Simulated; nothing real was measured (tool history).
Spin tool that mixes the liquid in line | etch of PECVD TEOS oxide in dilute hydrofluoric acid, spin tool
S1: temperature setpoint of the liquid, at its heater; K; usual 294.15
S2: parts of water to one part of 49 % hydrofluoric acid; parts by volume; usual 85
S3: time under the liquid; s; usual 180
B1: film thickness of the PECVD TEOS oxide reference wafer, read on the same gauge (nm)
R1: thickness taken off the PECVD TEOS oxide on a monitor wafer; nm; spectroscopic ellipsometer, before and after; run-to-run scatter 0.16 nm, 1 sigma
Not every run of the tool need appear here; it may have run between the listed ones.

run	hour	S1	S2	S3	B1	R1
1	0	294.15	85	180	150.03	29.4
2	32.3	294.15	85	180	149.99	29.8
3	63.8	294.15	85	255	150	41.82
4	93.8	294.15	85	180	150.03	29.47
5	119.6	294.15	85	180	149.96	29.17
6	151	294.15	85	180	149.98	29.66
# hour 183.6: hydrofluoric acid flow meter replaced
7	194.5	294.15	85	180	149.99	29.59
8	212.6	294.15	100	180	149.99	24.73

The next listed run, before its measurement:
# hour 228.1: gauge calibrated
9	248.2	290.15	70	135	?	?

B1: 150.01
R1: 23.1 nm
Take away the tool's hidden state, keep the run-to-run variation as it was, and the same run would have given R1 23.1 nm.
